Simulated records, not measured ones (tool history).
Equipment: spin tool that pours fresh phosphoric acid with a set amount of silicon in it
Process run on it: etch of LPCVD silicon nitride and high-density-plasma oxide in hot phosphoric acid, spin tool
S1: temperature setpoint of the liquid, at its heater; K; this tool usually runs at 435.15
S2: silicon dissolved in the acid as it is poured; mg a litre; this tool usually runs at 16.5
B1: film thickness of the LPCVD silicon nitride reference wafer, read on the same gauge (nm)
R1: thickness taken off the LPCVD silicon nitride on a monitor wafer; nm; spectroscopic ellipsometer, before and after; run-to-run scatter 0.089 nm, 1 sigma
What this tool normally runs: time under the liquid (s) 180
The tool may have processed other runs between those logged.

{"run": 1, "day": 0.0, "S1": 435.15, "S2": 28, "time under the liquid (s)": 265, "B1": 40.01, "R1": 24.61}
{"run": 2, "day": 0.475, "S1": 432.15, "S2": 13, "time under the liquid (s)": 285, "B1": 40.03, "R1": 24.21}
{"run": 3, "day": 0.817, "S1": 435.15, "S2": 16.5, "time under the liquid (s)": 180, "B1": 39.98, "R1": 16.94}
{"run": 4, "day": 1.146, "S1": 435.15, "S2": 16.5, "time under the liquid (s)": 105, "B1": 39.98, "R1": 9.83}
{"run": 5, "day": 1.762, "S1": 435.15, "S2": 26.5, "time under the liquid (s)": 290, "B1": 39.95, "R1": 26.94}
{"run": 6, "day": 2.433, "S1": 436.15, "S2": 16.5, "time under the liquid (s)": 180, "B1": 39.99, "R1": 17.33}
{"day": 2.492, "done": "dissolved silicon flow meter replaced"}
{"run": 7, "day": 2.812, "S1": 435.15, "S2": 11.5, "time under the liquid (s)": 180, "B1": 40, "R1": 16.87}
{"run": 8, "day": 3.212, "S1": 435.15, "S2": 16.5, "time under the liquid (s)": 180, "B1": 39.95, "R1": 16.91}
{"run": 9, "day": 3.775, "S1": 435.15, "S2": 16.5, "time under the liquid (s)": 180, "B1": 39.98, "R1": 16.82}
{"day": 3.917, "done": "thermometer replaced"}
{"day": 4.033, "done": "gauge calibrated"}
{"run": 10, "day": 4.112, "S1": 436.15, "S2": 21, "time under the liquid (s)": 230, "B1": 39.99, "R1": 22.09}
{"run": 11, "day": 4.633, "S1": 435.15, "S2": 13, "time under the liquid (s)": 180, "B1": 39.98, "R1": 16.75}

Predict the results of run 12:
{"day": 5.188, "done": "heated supply line repaired"}
{"run": 12, "day": 5.267, "S1": 433.65, "S2": 9, "time under the liquid (s)": 240, "B1": "?", "R1": "?"}

{"run 12": {"B1": 40.02, "R1": 21.5}}
Had the tool carried no hidden state, the very same run would have given R1 21.5 nm.

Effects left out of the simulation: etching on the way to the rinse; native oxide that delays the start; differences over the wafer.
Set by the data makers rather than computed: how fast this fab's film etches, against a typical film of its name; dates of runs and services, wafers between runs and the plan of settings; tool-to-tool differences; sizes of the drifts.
